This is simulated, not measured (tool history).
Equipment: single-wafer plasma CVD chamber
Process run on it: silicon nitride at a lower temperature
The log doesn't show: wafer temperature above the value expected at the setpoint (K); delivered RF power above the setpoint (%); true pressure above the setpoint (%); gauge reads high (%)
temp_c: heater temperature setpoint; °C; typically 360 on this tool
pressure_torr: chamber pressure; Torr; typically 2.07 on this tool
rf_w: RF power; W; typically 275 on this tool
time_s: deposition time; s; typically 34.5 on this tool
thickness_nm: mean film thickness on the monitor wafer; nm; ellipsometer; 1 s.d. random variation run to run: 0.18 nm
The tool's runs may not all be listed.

| run | hour | temp_c | pressure_torr | rf_w | time_s | wafers since the last listed run | hours since the last thermocouple change | hours since the last RF generator calibration | hours since the last manometer calibration | hours since the showerhead was replaced | hours since the gauge calibration | read-back reference wafer on the same gauge, thickness_nm | thickness_nm |
|---|---|---|---|---|---|---|---|---|---|---|---|---|---|
| 1 | 0.0 | 360 | 1.84 | 275 | 34.5 | 0 | 1839.3 | 1916.7 | 1715.1 | 4872.4 | 606.1 | 35.879 | 38.696 |
| 2 | 22.9 | 360 | 1.84 | 275 | 34.5 | 818 | 1862.2 | 1939.6 | 1738.0 | 4895.3 | 629.0 | 35.872 | 38.735 |
| 3 | 45.5 | 360 | 1.84 | 275 | 34.5 | 807 | 1884.8 | 1962.2 | 1760.6 | 4917.9 | 651.6 | 35.846 | 38.565 |
| 4 | 60.6 | 360 | 2.43 | 275 | 34.5 | 539 | 1899.9 | 1977.3 | 1775.7 | 4933.0 | 666.7 | 35.802 | 43.204 |
| 5 | 94.5 | 360 | 2.43 | 275 | 34.5 | 1211 | 1933.8 | 2011.2 | 1809.6 | 4966.9 | 700.6 | 35.689 | 43.648 |
|  | 101.9 | gauge calibrated |
| 6 | 121.5 | 360 | 2.07 | 275 | 34.5 | 965 | 1960.8 | 2038.2 | 1836.6 | 4993.9 | 19.6 | 36.643 | 42.064 |
|  | 140.4 | showerhead replaced |
| 7 | 145.0 | 360 | 2.07 | 275 | 34.5 | 554 | 1984.3 | 2061.7 | 1860.1 | 4.6 | 43.1 | 36.676 | 41.850 |
| 8 | 158.0 | 360 | 2.07 | 275 | 34.5 | 464 | 1997.3 | 2074.7 | 1873.1 | 17.6 | 56.1 | 36.690 | 41.819 |
|  | 185.1 | thermocouple changed; heater temperature recalibrated |
| 9 | 187.3 | 360 | 2.07 | 275 | 34.5 | 761 | 2.2 | 2104.0 | 1902.4 | 46.9 | 85.4 | 36.674 | 42.161 |
| 10 | 216.3 | 360 | 2.07 | 275 | 34.5 | 1036 | 31.2 | 2133.0 | 1931.4 | 75.9 | 114.4 | 36.696 | 41.604 |
| 11 | 230.7 | 360 | 2.07 | 275 | 34.5 | 514 | 45.6 | 2147.4 | 1945.8 | 90.3 | 128.8 | 36.736 | 42.371 |
| 12 | 264.0 | 360 | 2.07 | 275 | 34.5 | 1190 | 78.9 | 2180.7 | 1979.1 | 123.6 | 162.1 | 36.622 | 41.855 |
| 13 | 299.1 | 360 | 2.07 | 275 | 34.5 | 1254 | 114.0 | 2215.8 | 2014.2 | 158.7 | 197.2 | 36.617 | 41.466 |
| 14 | 316.0 | 360 | 2.07 | 275 | 34.5 | 604 | 130.9 | 2232.7 | 2031.1 | 175.6 | 214.1 | 36.588 | 42.029 |
| 15 | 343.7 | 360 | 2.07 | 275 | 34.5 | 990 | 158.6 | 2260.4 | 2058.8 | 203.3 | 241.8 | 36.636 | 41.862 |
| 16 | 364.4 | 364 | 1.62 | 275 | 34.5 | 739 | 179.3 | 2281.1 | 2079.5 | 224.0 | 262.5 | 36.536 | 36.763 |
| 17 | 388.3 | 360 | 2.07 | 275 | 34.5 | 854 | 203.2 | 2305.0 | 2103.4 | 247.9 | 286.4 | 36.552 | 41.698 |
| 18 | 404.5 | 347 | 1.75 | 250 | 39.1 | 579 | 219.4 | 2321.2 | 2119.6 | 264.1 | 302.6 | 36.551 | 39.695 |
|  | 427.3 | RF generator calibrated |
| 19 | 432.0 | 345 | 1.71 | 275 | 37.7 | 697 | 246.9 | 4.7 | 2147.1 | 291.6 | 330.1 | 36.492 | 41.715 |
| 20 | 460.8 | 372 | 2.07 | 275 | 34.5 | 1029 | 275.7 | 33.5 | 2175.9 | 320.4 | 358.9 | 36.485 | 41.365 |
| 21 | 479.8 | 350 | 2.36 | 275 | 34.5 | 679 | 294.7 | 52.5 | 2194.9 | 339.4 | 377.9 | 36.494 | 43.987 |
|  | 494.3 | capacitance manometer re-zeroed and calibrated |
| 22 | 512.7 | 360 | 2.07 | 275 | 34.5 | 890 | 327.6 | 85.4 | 18.4 | 372.3 | 410.8 | 36.432 | 41.846 |
| 23 | 534.7 | 360 | 2.40 | 275 | 28.2 | 786 | 349.6 | 107.4 | 40.4 | 394.3 | 432.8 | 36.400 | 35.950 |
| 24 | 564.7 | 360 | 1.85 | 325 | 40.4 | 1072 | 379.6 | 137.4 | 70.4 | 424.3 | 462.8 | 36.304 | 53.866 |
| 25 | 585.8 | 345 | 1.85 | 295 | 36.2 | 754 | 400.7 | 158.5 | 91.5 | 445.4 | 483.9 | 36.273 | 44.122 |
| 26 | 609.9 | 360 | 2.07 | 300 | 34.5 | 861 | 424.8 | 182.6 | 115.6 | 469.5 | 508.0 | 36.199 | 44.984 |
| 27 | 642.5 | 360 | 2.07 | 275 | 32.7 | 1165 | 457.4 | 215.2 | 148.2 | 502.1 | 540.6 | 36.197 | 39.220 |
| 28 | 672.8 | 360 | 2.42 | 240 | 31.3 | 1083 | 487.7 | 245.5 | 178.5 | 532.4 | 570.9 | 36.133 | 34.545 |
| 29 | 690.1 | 360 | 1.84 | 230 | 34.5 | 618 | 505.0 | 262.8 | 195.8 | 549.7 | 588.2 | 36.162 | 32.518 |

Here are 4 independent what-if runs from the current tool condition. What would each one return?
| A | 690.5 | 360 | 2.07 | 235 | 34.5 | 14 | 505.4 | 263.2 | 196.2 | 550.1 | 588.6 | ? | ? |
| B | 690.5 | 348 | 2.07 | 275 | 34.5 | 14 | 505.4 | 263.2 | 196.2 | 550.1 | 588.6 | ? | ? |
| C | 690.5 | 360 | 1.60 | 275 | 28.0 | 14 | 505.4 | 263.2 | 196.2 | 550.1 | 588.6 | ? | ? |
| D | 690.5 | 367 | 2.07 | 305 | 34.5 | 14 | 505.4 | 263.2 | 196.2 | 550.1 | 588.6 | ? | ? |

| run | read-back reference wafer on the same gauge, thickness_nm | thickness_nm |
|---|---|---|
| A | 36.102 | 34.963 |
| B | 36.102 | 41.315 |
| C | 36.102 | 29.203 |
| D | 36.102 | 45.193 |
With no hidden state in the tool, these same runs would have given:
| run | thickness_nm |
|---|---|
| A | 35.460 |
| B | 41.903 |
| C | 29.618 |
| D | 45.836 |

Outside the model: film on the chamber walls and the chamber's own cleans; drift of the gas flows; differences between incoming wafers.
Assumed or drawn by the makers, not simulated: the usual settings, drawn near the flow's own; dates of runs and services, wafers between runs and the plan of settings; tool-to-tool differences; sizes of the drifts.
